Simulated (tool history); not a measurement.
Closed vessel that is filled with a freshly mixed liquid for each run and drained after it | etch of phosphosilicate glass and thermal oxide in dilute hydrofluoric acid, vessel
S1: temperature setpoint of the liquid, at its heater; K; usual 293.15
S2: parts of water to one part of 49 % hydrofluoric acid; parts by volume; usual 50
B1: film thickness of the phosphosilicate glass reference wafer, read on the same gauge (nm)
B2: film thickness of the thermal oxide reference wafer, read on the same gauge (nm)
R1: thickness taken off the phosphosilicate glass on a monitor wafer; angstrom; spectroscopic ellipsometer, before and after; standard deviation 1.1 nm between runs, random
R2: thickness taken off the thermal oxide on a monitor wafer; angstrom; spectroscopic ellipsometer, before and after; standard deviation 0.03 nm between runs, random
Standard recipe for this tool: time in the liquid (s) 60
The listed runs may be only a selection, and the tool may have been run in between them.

Run 1, hour 0.0: usual settings; B1 150.82; B2 100.48. Result: R1 2199.0 angstrom, R2 47.7 angstrom.
Run 2, hour 61.0: usual settings; B1 150.98; B2 100.64. Result: R1 2215.0 angstrom, R2 48.2 angstrom.
Run 3, hour 168.2: usual settings but time in the liquid (s) 35; B1 151.28; B2 100.87. Result: R1 1311.8 angstrom, R2 28.0 angstrom.
Run 4, hour 239.7: usual settings but S1 291.65 K, S2 35 parts by volume; B1 151.50; B2 101.00. Result: R1 2997.2 angstrom, R2 66.6 angstrom.
At hour 276.4: hydrofluoric acid flow meter replaced.
Run 5, hour 283.2: usual settings but S1 295.65 K, time in the liquid (s) 85; B1 151.62; B2 101.04. Result: R1 3511.3 angstrom, R2 76.0 angstrom.
Run 6, hour 326.1: usual settings; B1 151.73; B2 101.18. Result: R1 2211.7 angstrom, R2 48.3 angstrom.
Run 7, hour 377.0: usual settings but S1 291.15 K, S2 40 parts by volume, time in the liquid (s) 50; B1 151.86; B2 101.24. Result: R1 2157.8 angstrom, R2 47.0 angstrom.
Run 8, hour 445.4: usual settings but S1 295.65 K, time in the liquid (s) 85; B1 152.07; B2 101.35. Result: R1 3542.8 angstrom, R2 76.3 angstrom.
Run 9, hour 515.7: usual settings but S2 45 parts by volume, time in the liquid (s) 90; B1 152.28; B2 101.51. Result: R1 3759.9 angstrom, R2 81.8 angstrom.
Run 10, hour 565.7: usual settings but time in the liquid (s) 80; B1 152.42; B2 101.68. Result: R1 3005.4 angstrom, R2 64.7 angstrom.
Run 11, hour 601.9: usual settings but time in the liquid (s) 40; B1 152.52; B2 101.69. Result: R1 1480.0 angstrom, R2 32.3 angstrom.
At hour 613.2: thermometer replaced.
Run 12, hour 701.9: usual settings but S1 290.15 K, S2 70 parts by volume, time in the liquid (s) 30; B1 152.82; B2 101.90. Result: R1 697.1 angstrom, R2 14.9 angstrom.
Run 13, hour 914.6: usual settings but time in the liquid (s) 80; B1 153.42; B2 102.26. Result: R1 3008.4 angstrom, R2 64.9 angstrom.
Run 14, hour 963.5: usual settings but time in the liquid (s) 75; B1 153.56; B2 102.36. Result: R1 2812.7 angstrom, R2 60.8 angstrom.
Run 15, hour 1019.3: usual settings; B1 153.69; B2 102.50. Result: R1 2267.6 angstrom, R2 48.6 angstrom.
Run 16, hour 1058.1: usual settings but time in the liquid (s) 30; B1 153.83; B2 102.48. Result: R1 1135.9 angstrom, R2 24.9 angstrom.
Run 17, hour 1104.6: usual settings but S1 294.65 K, S2 70 parts by volume, time in the liquid (s) 80; B1 153.97; B2 102.72. Result: R1 2240.0 angstrom, R2 48.4 angstrom.
Run 18, hour 1169.2: usual settings but S1 290.15 K; B1 154.14; B2 102.68. Result: R1 2001.3 angstrom, R2 43.4 angstrom.
Run 19, hour 1221.0: usual settings but S2 55 parts by volume; B1 154.31; B2 102.91. Result: R1 2057.6 angstrom, R2 44.4 angstrom.
Run 20, hour 1291.2: usual settings but S1 295.15 K, S2 25 parts by volume, time in the liquid (s) 75; B1 154.49; B2 102.97. Result: R1 6380.4 angstrom, R2 137.4 angstrom.
Run 21, hour 1340.0: usual settings; B1 154.65; B2 103.03. Result: R1 2290.9 angstrom, R2 48.6 angstrom.
At hour 1359.6: thermometer replaced.
Run 22, hour 1370.0: usual settings but S1 295.15 K; B1 154.72; B2 103.10. Result: R1 2468.7 angstrom, R2 53.9 angstrom.
Run 23, hour 1412.8: usual settings but S2 35 parts by volume, time in the liquid (s) 45; B1 154.85; B2 103.24. Result: R1 2485.0 angstrom, R2 53.5 angstrom.
Run 24, hour 1482.8: usual settings but S1 290.15 K, S2 30 parts by volume, time in the liquid (s) 90; B1 155.03; B2 103.33. Result: R1 5076.1 angstrom, R2 110.1 angstrom.
At hour 1527.0: hydrofluoric acid flow meter replaced.
Run 25, hour 1640.7: usual settings but S1 290.15 K, S2 60 parts by volume, time in the liquid (s) 40; B1 155.49; B2 103.73. Result: R1 1102.3 angstrom, R2 23.9 angstrom.

For some of the steps in R1 from one run to the next: how much would appear even if the tool had no hidden state, given the settings, what came in and random variation, and how much remains for the hidden state plus any gauge scatter that the measured result and the result without hidden state don't share?
Hidden state at play: liquid hotter than its thermometer reads (K); hydrofluoric acid flow above the setpoint (%); gauge reads high (%).
Run 19 -> 20: S1 293.15 -> 295.15, S2 55 -> 25, time in the liquid (s) 60 -> 75. R1 +4322.8 angstrom: hidden state +128.2, all else +4194.6.
Run 20 -> 21: S1 295.15 -> 293.15, S2 25 -> 50, time in the liquid (s) 75 -> 60. R1 -4089.5 angstrom: hidden state -116.9, all else -3972.6.
Run 24 -> 25: S2 30 -> 60, time in the liquid (s) 90 -> 40, hydrofluoric acid flow meter replaced. R1 -3973.8 angstrom: hidden state -126.0, all else -3847.8.
